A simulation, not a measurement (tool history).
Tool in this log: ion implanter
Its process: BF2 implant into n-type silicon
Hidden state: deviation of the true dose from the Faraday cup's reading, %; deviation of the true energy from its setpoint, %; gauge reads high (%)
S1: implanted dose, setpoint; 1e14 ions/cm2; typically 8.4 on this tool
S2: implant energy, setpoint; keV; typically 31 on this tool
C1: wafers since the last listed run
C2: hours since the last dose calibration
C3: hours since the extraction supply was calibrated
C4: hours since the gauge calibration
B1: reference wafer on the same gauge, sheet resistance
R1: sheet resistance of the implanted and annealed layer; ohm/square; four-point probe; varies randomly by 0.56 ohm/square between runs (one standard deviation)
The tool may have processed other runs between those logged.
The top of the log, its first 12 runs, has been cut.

run	hour	S1	S2	C1	C2	C3	C4	B1	R1
13	1022.7	8.4	23	1888	501	2845.8	155.3	189.89	190.61
# hour 1086.6: extraction supply calibrated
14	1120.3	8.4	23	2476	598.6	33.7	252.9	190.05	190.64
15	1159.4	8.4	23	1080	637.7	72.8	292	190.05	189.55
16	1223.8	7.56	34	1780	702.1	137.2	356.4	190.25	171.44
17	1297.9	7	31	2048	776.2	211.3	430.5	190.12	183.88
18	1393.8	10.35	22	2651	872.1	307.2	526.4	190.06	181.64
19	1471	8.4	28	2134	949.3	384.4	603.6	190	174.13
20	1513.1	10.49	25	1163	991.4	426.5	645.7	189.93	169.79
21	1563.7	10.49	25	1398	1042	477.1	696.3	190.06	169.64
22	1605.5	8.4	31	1155	1083.8	518.9	738.1	190.04	167.61
23	1668.6	8.4	31	1744	1146.9	582	801.2	190.01	167.61
24	1729	6.23	40	1669	1207.3	642.4	861.6	189.84	185.03
25	1782	9.84	35	1465	1260.3	695.4	914.6	190.12	149.5
26	1885.6	8.4	31	2863	1363.9	799	1018.2	190.17	167.12
27	2075.1	7	22.5	5238	1553.4	988.5	1207.7	189.92	204.07
28	2180.3	9.71	39	2908	1658.6	1093.7	1312.9	190.09	143.36
29	2225.7	8.4	26.5	1255	1704	1139.1	1358.3	189.89	177.36
# hour 2279.9: Faraday cup replaced and dose calibrated
30	2280.4	8.4	23	1290	0.5	1193.8	1413	190.18	191.29
31	2351.4	8.4	31	1962	71.5	1264.8	1484	189.97	170.86
32	2435.4	10.22	24.5	2322	155.5	1348.8	1568	189.97	174.45
33	2509.9	8.4	41	2059	230	1423.3	1642.5	189.9	153.88
34	2564.8	9.72	31	1517	284.9	1478.2	1697.4	190.09	158.97
35	2672.6	8.4	31	2979	392.7	1586	1805.2	189.79	167.97
36	2734	8.4	24.5	1697	454.1	1647.4	1866.6	189.99	184.83

Forecast each of these 5 alternatives for the next run:
A	2734.4	8.4	38.5	11	454.5	1647.8	1867	?	?
B	2734.4	6.83	26.5	11	454.5	1647.8	1867	?	?
C	2734.4	9.95	38	11	454.5	1647.8	1867	?	?
D	2734.4	8.4	24	11	454.5	1647.8	1867	?	?
E	2734.4	10.26	36.5	11	454.5	1647.8	1867	?	?

run	B1	R1
A	189.91	155.95
B	189.91	197
C	189.91	144.43
D	189.91	186.82
E	189.91	145.02
Stripped of hidden state, with their random variation kept, the same runs would have yielded:
run	R1
A	157.64
B	199.06
C	145.67
D	188.19
E	146.17

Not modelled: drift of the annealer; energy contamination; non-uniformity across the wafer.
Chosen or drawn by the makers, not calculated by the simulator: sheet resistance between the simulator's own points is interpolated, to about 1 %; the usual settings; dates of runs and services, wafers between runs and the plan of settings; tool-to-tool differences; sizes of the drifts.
